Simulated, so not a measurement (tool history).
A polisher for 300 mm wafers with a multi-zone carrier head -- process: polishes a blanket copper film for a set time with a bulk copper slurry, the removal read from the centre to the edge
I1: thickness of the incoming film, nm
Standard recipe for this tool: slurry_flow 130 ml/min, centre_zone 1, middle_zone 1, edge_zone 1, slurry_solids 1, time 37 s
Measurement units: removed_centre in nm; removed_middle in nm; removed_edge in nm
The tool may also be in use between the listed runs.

{"run": 1, "day": 0.0, "slurry_flow": 130, "centre_zone": 1, "middle_zone": 1, "edge_zone": 1, "slurry_solids": 1, "time": 37, "I1": 3658.2, "removed_centre": 344.9, "removed_middle": 346.6, "removed_edge": 361.6}
{"run": 2, "day": 1.554, "slurry_flow": 100, "centre_zone": 1, "middle_zone": 1, "edge_zone": 1, "slurry_solids": 1.05, "time": 37, "I1": 3617.4, "removed_centre": 300.6, "removed_middle": 316.7, "removed_edge": 339.1}
{"day": 2.908, "done": "slurry nozzle cleaned"}
{"day": 3.504, "done": "carrier head's membrane replaced by a new one"}
{"run": 3, "day": 4.483, "slurry_flow": 130, "centre_zone": 1, "middle_zone": 1, "edge_zone": 1, "slurry_solids": 1, "time": 37, "I1": 3670.4, "removed_centre": 365.8, "removed_middle": 356.5, "removed_edge": 369.1}
{"run": 4, "day": 7.429, "slurry_flow": 160, "centre_zone": 1.1, "middle_zone": 1, "edge_zone": 0.93, "slurry_solids": 1, "time": 47, "I1": 3683.9, "removed_centre": 513.3, "removed_middle": 469.2, "removed_edge": 458.4}
{"day": 9.325, "done": "edge zone pressure recalibrated"}
{"run": 5, "day": 10.15, "slurry_flow": 130, "centre_zone": 0.93, "middle_zone": 1, "edge_zone": 0.9, "slurry_solids": 1, "time": 44, "I1": 3662.3, "removed_centre": 380.1, "removed_middle": 398.9, "removed_edge": 397.7}
{"day": 10.579, "done": "worn pad replaced by a new one"}
{"run": 6, "day": 12.088, "slurry_flow": 130, "centre_zone": 1, "middle_zone": 1, "edge_zone": 0.89, "slurry_solids": 1, "time": 37, "I1": 3626.6, "removed_centre": 358.6, "removed_middle": 347.2, "removed_edge": 343.7}
{"run": 7, "day": 14.921, "slurry_flow": 130, "centre_zone": 0.96, "middle_zone": 1.07, "edge_zone": 1, "slurry_solids": 1.2, "time": 37, "I1": 3617.1, "removed_centre": 359.8, "removed_middle": 376.2, "removed_edge": 385.8}
{"run": 8, "day": 16.117, "slurry_flow": 130, "centre_zone": 1, "middle_zone": 1, "edge_zone": 1, "slurry_solids": 0.95, "time": 37, "I1": 3657.6, "removed_centre": 343.3, "removed_middle": 338.4, "removed_edge": 360.4}
{"run": 9, "day": 18.933, "slurry_flow": 130, "centre_zone": 1, "middle_zone": 1, "edge_zone": 1, "slurry_solids": 1, "time": 37, "I1": 3604.5, "removed_centre": 336.4, "removed_middle": 331.1, "removed_edge": 352.1}
{"run": 10, "day": 20.467, "slurry_flow": 130, "centre_zone": 0.92, "middle_zone": 1, "edge_zone": 1, "slurry_solids": 1, "time": 37, "I1": 3607.1, "removed_centre": 304.5, "removed_middle": 322.4, "removed_edge": 345.1}
{"run": 11, "day": 23.1, "slurry_flow": 130, "centre_zone": 1, "middle_zone": 1, "edge_zone": 1, "slurry_solids": 0.95, "time": 37, "I1": 3654.8, "removed_centre": 314.3, "removed_middle": 310.4, "removed_edge": 331.4}
{"day": 23.65, "done": "slurry nozzle cleaned"}
{"run": 12, "day": 24.204, "slurry_flow": 110, "centre_zone": 1, "middle_zone": 1, "edge_zone": 1, "slurry_solids": 1, "time": 25, "I1": 3639.3, "removed_centre": 232.5, "removed_middle": 228, "removed_edge": 237.2}
{"day": 25.183, "done": "carrier head's membrane replaced by a new one"}
{"day": 25.646, "done": "centre zone pressure recalibrated"}
{"day": 26.667, "done": "worn pad replaced by a new one"}
{"day": 28.992, "done": "edge zone pressure recalibrated"}
{"run": 13, "day": 30.621, "slurry_flow": 130, "centre_zone": 1, "middle_zone": 1, "edge_zone": 1, "slurry_solids": 1, "time": 37, "I1": 3647.8, "removed_centre": 356.5, "removed_middle": 360, "removed_edge": 369.3}

Run 14 comes next. What will it give?
{"run": 14, "day": 32.162, "slurry_flow": 130, "centre_zone": 1.06, "middle_zone": 1.09, "edge_zone": 1, "slurry_solids": 1, "time": 37, "I1": 3682.3, "removed_centre": "?", "removed_middle": "?", "removed_edge": "?"}

Run 14 measured removed_centre 376.4 nm, removed_middle 365.5 nm, removed_edge 364.2 nm.
Take away the tool's hidden state, keep the run-to-run variation as it was, and the same run would have given removed_centre 401.3 nm, removed_middle 387.3 nm, removed_edge 380.6 nm.

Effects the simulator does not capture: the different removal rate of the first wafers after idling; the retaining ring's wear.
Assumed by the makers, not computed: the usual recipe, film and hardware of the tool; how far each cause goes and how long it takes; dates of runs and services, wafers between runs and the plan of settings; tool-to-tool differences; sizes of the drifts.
